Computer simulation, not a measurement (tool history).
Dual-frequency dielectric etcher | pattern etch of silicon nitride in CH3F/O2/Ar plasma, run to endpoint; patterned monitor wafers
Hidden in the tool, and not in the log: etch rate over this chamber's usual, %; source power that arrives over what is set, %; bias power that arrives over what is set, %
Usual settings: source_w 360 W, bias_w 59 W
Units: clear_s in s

run    hour  source_w  bias_w  wafers since the last listed run  hours since the last wet clean  hours since the last source power generator calibration  hours since the last bias power generator calibration  hours since the last upper electrode change  incoming incoming film thickness, nm  clear_s
  1       0       430      55                                 0                           371.3                                                   1291.9                                                 4916.7                                       2211.8                                    55     85.4
       34.1  -- wet clean of the chamber
  2      88       430      55                               556                            53.9                                                   1379.9                                                 5004.7                                       2299.8                                  54.4     85.9
  3   156.3       420      59                               594                           122.2                                                   1448.2                                                   5073                                       2368.1                                  54.6     83.8
  4   256.4       420      59                               870                           222.3                                                   1548.3                                                 5173.1                                       2468.2                                  54.7     83.8
  5   311.9       420      59                               482                           277.8                                                   1603.8                                                 5228.6                                       2523.7                                  53.9     82.6
  6   382.4       360      59                               613                           348.3                                                   1674.3                                                 5299.1                                       2594.2                                  54.4     87.7
      441.5  -- wet clean of the chamber
  7   443.2       360      59                               320                             1.7                                                   1735.1                                                 5359.9                                         2655                                  54.1     88.8
  8     481       360      59                               328                            39.5                                                   1772.9                                                 5397.7                                       2692.8                                  54.7       90
      513.9  -- upper electrode replaced
  9   567.1       430      66                               540                           125.6                                                     1859                                                 5483.8                                         53.2                                  54.3     80.2
      623.3  -- bias power generator calibrated
 10     668       320      72                               843                           226.5                                                   1959.9                                                   44.7                                        154.1                                  54.4     85.9
 11   760.4       360      59                               803                           318.9                                                   2052.3                                                  137.1                                        246.5                                  54.7     88.3
      836.4  -- wet clean of the chamber
 12   836.9       440      54                               456                             0.5                                                   2128.8                                                  213.6                                          323                                  54.4     85.9
      873.4  -- source power generator calibrated
 13   929.7       320      67                               772                            93.3                                                     56.3                                                  306.4                                        415.8                                  54.5     88.5
 14  1028.3       400      50                               857                           191.9                                                    154.9                                                    405                                        514.4                                  53.9     88.4
 15  1075.9       360      59                               414                           239.5                                                    202.5                                                  452.6                                          562                                  54.9       89
     1182.3  -- wet clean of the chamber
 16  1182.8       400      59                               721                             0.5                                                    309.4                                                  559.5                                        668.9                                  54.7     86.5

Hidden state at the last listed run before each entry between runs and at the first one after, where it differs:
Between runs 1 and 2: wet clean of the chamber (hour 34.1)
  etch rate over this chamber's usual, %: 1.68 -> 0.102
  measured less the result without the state, clear_s: -1.4 -> -0.1 s
Between runs 6 and 7: wet clean of the chamber (hour 441.5)
  etch rate over this chamber's usual, %: 1.51 -> -0.0935
  measured less the result without the state, clear_s: -1.3 -> +0.1 s
Between runs 8 and 9: upper electrode replaced (hour 513.9)
  etch rate over this chamber's usual, %: 0.0866 -> 0.497
  measured less the result without the state, clear_s: -0.1 -> -0.4 s
Between runs 9 and 10: bias power generator calibrated (hour 623.3)
  etch rate over this chamber's usual, %: 0.497 -> 0.978
  measured less the result without the state, clear_s: -0.4 -> -0.8 s
Between runs 11 and 12: wet clean of the chamber (hour 836.4)
  etch rate over this chamber's usual, %: 1.42 -> 0.0224
  measured less the result without the state, clear_s: -1.3 -> +0 s
Between runs 12 and 13: source power generator calibrated (hour 873.4)
  etch rate over this chamber's usual, %: 0.0224 -> 0.465
  measured less the result without the state, clear_s: +0 -> -0.5 s
Between runs 15 and 16: wet clean of the chamber (hour 1182.3)
  etch rate over this chamber's usual, %: 1.16 -> -0.226
  measured less the result without the state, clear_s: -1.1 -> +0.2 s
